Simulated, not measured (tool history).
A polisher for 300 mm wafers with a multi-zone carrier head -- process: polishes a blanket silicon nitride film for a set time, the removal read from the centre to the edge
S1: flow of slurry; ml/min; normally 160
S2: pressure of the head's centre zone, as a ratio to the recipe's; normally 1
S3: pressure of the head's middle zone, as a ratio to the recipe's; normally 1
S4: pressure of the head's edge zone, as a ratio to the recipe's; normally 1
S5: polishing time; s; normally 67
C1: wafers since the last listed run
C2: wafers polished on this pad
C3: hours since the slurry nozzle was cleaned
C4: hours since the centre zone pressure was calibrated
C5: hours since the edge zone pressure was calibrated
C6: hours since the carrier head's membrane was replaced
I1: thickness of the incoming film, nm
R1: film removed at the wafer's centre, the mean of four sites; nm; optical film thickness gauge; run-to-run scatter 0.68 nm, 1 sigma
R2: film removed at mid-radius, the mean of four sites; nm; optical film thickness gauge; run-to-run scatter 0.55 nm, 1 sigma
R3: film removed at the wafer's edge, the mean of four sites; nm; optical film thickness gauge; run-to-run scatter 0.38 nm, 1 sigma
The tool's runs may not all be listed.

run,hour,S1,S2,S3,S4,S5,C1,C2,C3,C4,C5,C6,I1,R1,R2,R3
1,0,160,1,1,1,67,0,666,622.2,376.2,693.5,657.7,712.4,54.8,55.3,57.1
# hour 36.1: slurry nozzle cleaned
2,56.5,160,1,1,1,67,453,1120,20.4,432.7,750,714.2,718.5,59.7,59.1,60
3,121.3,160,1,1,1,67,529,1649,85.2,497.5,814.8,779,721.4,59.8,59,59.5
4,187.6,160,1,1,1,67,541,2191,151.5,563.8,881.1,845.3,718.6,57.9,57.4,58.9
# hour 255.9: worn pad replaced by a new one
5,257.1,160,1,1,1,67,535,10,221,633.3,950.6,914.8,717.7,57.9,56.9,58.5
6,296.8,160,1,1,1,67,324,334,260.7,673,990.3,954.5,710.9,57.4,56.8,58.9
7,338.2,160,1,1,1,67,338,672,302.1,714.4,1031.7,995.9,705.8,55.4,56.8,58.1
8,400.5,110,1,1,1.1,81,509,1181,364.4,776.7,1094,1058.2,729.4,58.9,60.3,67.5
# hour 483.5: edge zone pressure recalibrated
9,576.9,160,1.08,1,1,86,1425,2607,540.8,953.1,93.4,1234.6,724.1,76.8,71.5,73.1
# hour 623.6: worn pad replaced by a new one
10,632.8,160,0.94,1,1,73,424,75,596.7,1009,149.3,1290.5,724.4,56.2,60.5,62.7
11,701.9,160,1,0.96,1,74,564,640,665.8,1078.1,218.4,1359.6,729.8,61.1,58.8,63
# hour 780.3: centre zone pressure recalibrated
# hour 873.4: slurry nozzle cleaned
12,887.7,160,1,0.93,1.06,67,1493,2133,14.3,107.4,404.2,1545.4,722.6,60.3,55.8,62.1
# hour 929.9: carrier head's membrane replaced by a new one
# hour 935: worn pad replaced by a new one
13,935.5,195,1,1,1,77,317,3,62.1,155.2,452,5.6,723,72.2,70.3,71.3
14,987.8,160,0.93,1,1,59,427,431,114.4,207.5,504.3,57.9,713.6,48.7,52.6,52.9
15,1052.1,160,1,1,1,75,525,956,178.7,271.8,568.6,122.2,714.5,65.1,65,65.1
16,1121.2,160,0.89,1,1.07,59,564,1521,247.8,340.9,637.7,191.3,722.4,44.9,50.8,54
17,1165.2,160,1.08,1,0.93,67,359,1881,291.8,384.9,681.7,235.3,709.2,62.3,57.3,55.6
18,1214.2,160,1,1.04,1,67,400,2281,340.8,433.9,730.7,284.3,711.7,56.9,58.6,58.2
19,1281.4,180,1,1,1,67,549,2830,408,501.1,797.9,351.5,723.9,58.9,58.4,59.6
# hour 1290.3: worn pad replaced by a new one
20,1330.5,160,1,1,1,67,368,328,457.1,550.2,847,400.6,718.2,56.4,56.7,57.2
21,1384.7,160,1,0.93,1.06,67,442,771,511.3,604.4,901.2,454.8,727.4,55.4,52.9,59.4
22,1437.3,160,1,1,1,67,429,1201,563.9,657,953.8,507.4,720,56,54.9,57.4

Below, some changes in R1 between adjacent runs. For each, the amount present without the hidden state too (settings, incoming material, random variation) and the amount remaining for the hidden state with gauge scatter not shared by both compared results:
The tool's hidden condition here consists of: removal rate lost through wear of the pad, %; slurry flow missing at the pad, %; deviation of the centre zone's pressure from its setpoint, %; deviation of the edge zone's pressure from its setpoint, %.
Run 1 -> 2: slurry nozzle cleaned. R1 +4.9 nm: hidden state +5, all else -0.1.
Run 9 -> 10: S2 1.08 -> 0.94, S5 86 -> 73, worn pad replaced by a new one. R1 -20.6 nm: hidden state +1.8, all else -22.4.
Run 11 -> 12: S3 0.96 -> 0.93, S4 1 -> 1.06, S5 74 -> 67, centre zone pressure recalibrated, slurry nozzle cleaned. R1 -0.8 nm: hidden state +5.9, all else -6.7.
Run 13 -> 14: S1 195 -> 160, S2 1 -> 0.93, S5 77 -> 59. R1 -23.5 nm: hidden state -0.4, all else -23.1.

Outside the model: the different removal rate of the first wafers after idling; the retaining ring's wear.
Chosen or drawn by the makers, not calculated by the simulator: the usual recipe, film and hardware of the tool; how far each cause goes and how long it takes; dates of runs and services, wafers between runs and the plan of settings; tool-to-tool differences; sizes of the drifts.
